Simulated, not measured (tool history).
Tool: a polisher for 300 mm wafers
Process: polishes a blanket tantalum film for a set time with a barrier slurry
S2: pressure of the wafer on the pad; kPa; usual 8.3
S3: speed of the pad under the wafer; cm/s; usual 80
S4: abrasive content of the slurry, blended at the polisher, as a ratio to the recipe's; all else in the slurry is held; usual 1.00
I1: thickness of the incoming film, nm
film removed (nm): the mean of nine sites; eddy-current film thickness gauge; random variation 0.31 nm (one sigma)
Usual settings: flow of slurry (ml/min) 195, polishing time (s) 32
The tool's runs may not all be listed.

Run 1, day 0.000: usual settings but flow of slurry (ml/min) 240; I1 350.6. Result: film removed (nm) 23.2.
Run 2, day 4.150: usual settings but flow of slurry (ml/min) 240; I1 355.3. Result: film removed (nm) 23.7.
Run 3, day 15.029: usual settings but flow of slurry (ml/min) 240; I1 356.6. Result: film removed (nm) 23.5.
Run 4, day 19.462: usual settings; I1 349.2. Result: film removed (nm) 23.2.
Run 5, day 22.967: usual settings; I1 349.5. Result: film removed (nm) 22.7.
Run 6, day 27.367: usual settings; I1 345.3. Result: film removed (nm) 23.1.
Run 7, day 30.904: usual settings; I1 352.4. Result: film removed (nm) 22.8.
Run 8, day 32.558: usual settings; I1 346.6. Result: film removed (nm) 23.0.
Run 9, day 36.367: usual settings; I1 352.0. Result: film removed (nm) 23.1.
Run 10, day 40.054: usual settings but S4 1.10; I1 349.4. Result: film removed (nm) 24.0.
Run 11, day 42.683: usual settings but S4 1.10; I1 345.2. Result: film removed (nm) 23.7.
Run 12, day 45.829: usual settings; I1 347.0. Result: film removed (nm) 23.2.
Run 13, day 49.212: usual settings but S2 7.6 kPa, polishing time (s) 23; I1 349.2. Result: film removed (nm) 15.7.
Run 14, day 52.400: usual settings; I1 350.6. Result: film removed (nm) 22.2.
Run 15, day 56.488: usual settings but S3 100 cm/s, polishing time (s) 42; I1 344.9. Result: film removed (nm) 37.9.
Run 16, day 60.529: usual settings but polishing time (s) 28; I1 356.6. Result: film removed (nm) 20.1.
Run 17, day 62.567: usual settings but flow of slurry (ml/min) 240; I1 349.7. Result: film removed (nm) 23.1.
Run 18, day 64.150: usual settings but flow of slurry (ml/min) 220, S2 6.2 kPa; I1 349.1. Result: film removed (nm) 19.4.
Run 19, day 66.617: usual settings but flow of slurry (ml/min) 140, S2 5.5 kPa, polishing time (s) 27; I1 353.4. Result: film removed (nm) 14.4.
Run 20, day 70.438: usual settings but polishing time (s) 23; I1 350.5. Result: film removed (nm) 16.2.
Run 21, day 74.138: usual settings but flow of slurry (ml/min) 260, S4 0.85, polishing time (s) 26; I1 343.2. Result: film removed (nm) 18.0.
Run 22, day 77.992: usual settings but flow of slurry (ml/min) 130, S2 10.3 kPa, S4 0.70, polishing time (s) 24; I1 343.9. Result: film removed (nm) 16.2.
Run 23, day 81.283: usual settings but S2 9.7 kPa; I1 349.6. Result: film removed (nm) 25.0.
Run 24, day 83.404: usual settings but S2 9.7 kPa, S4 1.20, polishing time (s) 23; I1 349.0. Result: film removed (nm) 19.2.
Run 25, day 85.112: usual settings; I1 352.5. Result: film removed (nm) 22.6.
Run 26, day 88.788: usual settings but flow of slurry (ml/min) 250, polishing time (s) 29; I1 354.9. Result: film removed (nm) 21.6.
Run 27, day 92.375: usual settings but flow of slurry (ml/min) 265; I1 349.6. Result: film removed (nm) 23.9.
Run 28, day 96.854: usual settings but flow of slurry (ml/min) 245, S2 7.6 kPa, S3 58 cm/s, S4 1.10; I1 349.4. Result: film removed (nm) 16.6.
Run 29, day 98.962: usual settings but flow of slurry (ml/min) 175, polishing time (s) 21; I1 354.9. Result: film removed (nm) 14.8.

Taken out of this log: 14 entries between the listed runs. Where each belongs, and how the hidden state differs across it:
Between runs 2 and 3: worn pad replaced by a new one (day 4.325); slurry nozzle cleaned (day 10.442); slurry blender recalibrated (day 14.775)
  no hidden state differs between the two runs
Between runs 5 and 6: head pressure recalibrated (day 24.462)
  no hidden state differs between the two runs
Between runs 6 and 7: worn pad replaced by a new one (day 28.904)
  no hidden state differs between the two runs
Between runs 9 and 10: slurry blender recalibrated (day 39.692)
  no hidden state differs between the two runs
Between runs 13 and 14: slurry nozzle cleaned (day 49.675); worn pad replaced by a new one (day 52.379)
  no hidden state differs between the two runs
Between runs 15 and 16: slurry blender recalibrated (day 58.396)
  no hidden state differs between the two runs
Between runs 19 and 20: head pressure recalibrated (day 70.250)
  no hidden state differs between the two runs
Between runs 20 and 21: worn pad replaced by a new one (day 74.075)
  no hidden state differs between the two runs
Between runs 23 and 24: slurry blender recalibrated (day 81.808)
  no hidden state differs between the two runs
Between runs 25 and 26: slurry nozzle cleaned (day 86.383)
  no hidden state differs between the two runs
Between runs 27 and 28: worn pad replaced by a new one (day 95.954)
  no hidden state differs between the two runs

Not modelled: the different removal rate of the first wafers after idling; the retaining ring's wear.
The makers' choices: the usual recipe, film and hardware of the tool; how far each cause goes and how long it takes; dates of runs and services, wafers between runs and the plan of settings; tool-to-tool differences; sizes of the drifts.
